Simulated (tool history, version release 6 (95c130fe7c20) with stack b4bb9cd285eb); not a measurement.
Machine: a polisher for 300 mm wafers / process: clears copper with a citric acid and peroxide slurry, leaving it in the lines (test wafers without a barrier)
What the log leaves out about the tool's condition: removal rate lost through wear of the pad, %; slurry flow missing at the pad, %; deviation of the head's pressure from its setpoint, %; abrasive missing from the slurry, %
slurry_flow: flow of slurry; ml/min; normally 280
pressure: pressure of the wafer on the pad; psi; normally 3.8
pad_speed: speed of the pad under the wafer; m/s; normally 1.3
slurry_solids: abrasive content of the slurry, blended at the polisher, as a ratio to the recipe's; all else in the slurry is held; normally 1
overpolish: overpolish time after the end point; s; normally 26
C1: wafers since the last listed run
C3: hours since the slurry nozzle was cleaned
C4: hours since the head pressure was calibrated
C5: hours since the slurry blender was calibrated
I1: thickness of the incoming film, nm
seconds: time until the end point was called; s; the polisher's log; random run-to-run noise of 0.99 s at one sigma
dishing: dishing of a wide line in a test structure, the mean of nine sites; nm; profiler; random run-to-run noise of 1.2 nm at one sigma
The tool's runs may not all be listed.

run 1 hour=0 | slurry_flow=280 pressure=4.1 pad_speed=1.3 slurry_solids=1 overpolish=26 | C1=0 wafers_polished_on_this_pad=5410 C3=92.9 C4=54.8 C5=604.7 | I1=306 | seconds=85.7 dishing=53.1
-- hour=57.7 slurry blender recalibrated
run 2 hour=75.1 | slurry_flow=280 pressure=4.1 pad_speed=1.3 slurry_solids=1 overpolish=26 | C1=678 wafers_polished_on_this_pad=6089 C3=168 C4=129.9 C5=17.4 | I1=306.5 | seconds=87.1 dishing=52.3
-- hour=135.5 worn pad replaced by a new one
run 3 hour=144.9 | slurry_flow=280 pressure=3.8 pad_speed=1.3 slurry_solids=1 overpolish=35 | C1=610 wafers_polished_on_this_pad=87 C3=237.8 C4=199.7 C5=87.2 | I1=303.1 | seconds=93.5 dishing=62.2
run 4 hour=182.8 | slurry_flow=280 pressure=3.8 pad_speed=1.3 slurry_solids=1 overpolish=35 | C1=351 wafers_polished_on_this_pad=439 C3=275.7 C4=237.6 C5=125.1 | I1=308 | seconds=95.4 dishing=61.5
run 5 hour=288.3 | slurry_flow=280 pressure=3.8 pad_speed=1.3 slurry_solids=1 overpolish=35 | C1=979 wafers_polished_on_this_pad=1418 C3=381.2 C4=343.1 C5=230.6 | I1=305.8 | seconds=89.9 dishing=61.3
run 6 hour=344.9 | slurry_flow=280 pressure=3.8 pad_speed=1.5 slurry_solids=1 overpolish=21 | C1=525 wafers_polished_on_this_pad=1944 C3=437.8 C4=399.7 C5=287.2 | I1=309.2 | seconds=83.4 dishing=47
run 7 hour=423.8 | slurry_flow=280 pressure=3.8 pad_speed=1.3 slurry_solids=1 overpolish=26 | C1=732 wafers_polished_on_this_pad=2676 C3=516.7 C4=478.6 C5=366.1 | I1=307.1 | seconds=91.4 dishing=49.8
run 8 hour=499.1 | slurry_flow=280 pressure=4.1 pad_speed=1.3 slurry_solids=1 overpolish=26 | C1=699 wafers_polished_on_this_pad=3375 C3=592 C4=553.9 C5=441.4 | I1=308.4 | seconds=85.5 dishing=53.3
-- hour=566.4 slurry nozzle cleaned
run 9 hour=569 | slurry_flow=365 pressure=5.1 pad_speed=0.92 slurry_solids=1.15 overpolish=26 | C1=639 wafers_polished_on_this_pad=4015 C3=2.6 C4=623.8 C5=511.3 | I1=301.5 | seconds=79.7 dishing=57.9
run 10 hour=659.8 | slurry_flow=280 pressure=3.8 pad_speed=0.86 slurry_solids=1 overpolish=35 | C1=842 wafers_polished_on_this_pad=4858 C3=93.4 C4=714.6 C5=602.1 | I1=307.9 | seconds=119.9 dishing=51.8
-- hour=731 head pressure recalibrated
-- hour=747.6 worn pad replaced by a new one
-- hour=747.8 slurry blender recalibrated
run 11 hour=748.3 | slurry_flow=280 pressure=3.8 pad_speed=1.3 slurry_solids=1 overpolish=26 | C1=764 wafers_polished_on_this_pad=5 C3=181.9 C4=17.3 C5=0.5 | I1=300.3 | seconds=91.4 dishing=50.6
run 12 hour=852.1 | slurry_flow=185 pressure=3.8 pad_speed=1.3 slurry_solids=1.1 overpolish=26 | C1=963 wafers_polished_on_this_pad=968 C3=285.7 C4=121.1 C5=104.3 | I1=302.4 | seconds=90.5 dishing=49.9
run 13 hour=928.7 | slurry_flow=250 pressure=3.8 pad_speed=1.04 slurry_solids=1 overpolish=13 | C1=711 wafers_polished_on_this_pad=1679 C3=362.3 C4=197.7 C5=180.9 | I1=309.5 | seconds=110.6 dishing=25.4
run 14 hour=1014.7 | slurry_flow=280 pressure=3.8 pad_speed=1.3 slurry_solids=1.1 overpolish=31 | C1=798 wafers_polished_on_this_pad=2478 C3=448.3 C4=283.7 C5=266.9 | I1=303.2 | seconds=87.8 dishing=59.5
run 15 hour=1071.1 | slurry_flow=280 pressure=2.6 pad_speed=1.14 slurry_solids=1.1 overpolish=26 | C1=523 wafers_polished_on_this_pad=3001 C3=504.7 C4=340.1 C5=323.3 | I1=304.3 | seconds=140.4 dishing=36.2
run 16 hour=1125.1 | slurry_flow=355 pressure=3.8 pad_speed=1.48 slurry_solids=1 overpolish=26 | C1=501 wafers_polished_on_this_pad=3502 C3=558.7 C4=394.1 C5=377.3 | I1=301.4 | seconds=78.1 dishing=55.7
run 17 hour=1193.4 | slurry_flow=360 pressure=3.8 pad_speed=1.46 slurry_solids=1 overpolish=37 | C1=634 wafers_polished_on_this_pad=4136 C3=627 C4=462.4 C5=445.6 | I1=308.9 | seconds=79.6 dishing=69
run 18 hour=1296.2 | slurry_flow=280 pressure=5.1 pad_speed=1.3 slurry_solids=1 overpolish=11 | C1=954 wafers_polished_on_this_pad=5091 C3=729.8 C4=565.2 C5=548.4 | I1=307.9 | seconds=65.2 dishing=34.5
-- hour=1352 slurry nozzle cleaned
run 19 hour=1355.7 | slurry_flow=280 pressure=2.9 pad_speed=1.44 slurry_solids=1 overpolish=26 | C1=543 wafers_polished_on_this_pad=5634 C3=3.7 C4=624.7 C5=607.9 | I1=309.5 | seconds=105.6 dishing=45
run 20 hour=1404.6 | slurry_flow=195 pressure=4.7 pad_speed=1.3 slurry_solids=1 overpolish=26 | C1=453 wafers_polished_on_this_pad=6088 C3=52.6 C4=673.6 C5=656.8 | I1=305.5 | seconds=72.6 dishing=58.8
-- hour=1436.2 worn pad replaced by a new one
-- hour=1448 head pressure recalibrated
run 21 hour=1503.4 | slurry_flow=360 pressure=3.1 pad_speed=1.3 slurry_solids=1.15 overpolish=26 | C1=861 wafers_polished_on_this_pad=605 C3=151.4 C4=55.4 C5=755.6 | I1=303.9 | seconds=104 dishing=46.5
-- hour=1522.8 slurry blender recalibrated
run 22 hour=1594.7 | slurry_flow=280 pressure=3.8 pad_speed=1.3 slurry_solids=1 overpolish=33 | C1=828 wafers_polished_on_this_pad=1434 C3=242.7 C4=146.7 C5=71.9 | I1=303.6 | seconds=92.6 dishing=60.6

Predict the results of run 23:
run 23 hour=1692.2 | slurry_flow=370 pressure=3.8 pad_speed=1.06 slurry_solids=1.1 overpolish=34 | C1=905 wafers_polished_on_this_pad=2339 C3=340.2 C4=244.2 C5=169.4 | I1=307.3 | seconds=? dishing=?

seconds: 100.5 s
dishing: 57.3 nm
The same run, on a tool lacking any hidden state, would have yielded seconds 101.8 s, dishing 56.7 nm.
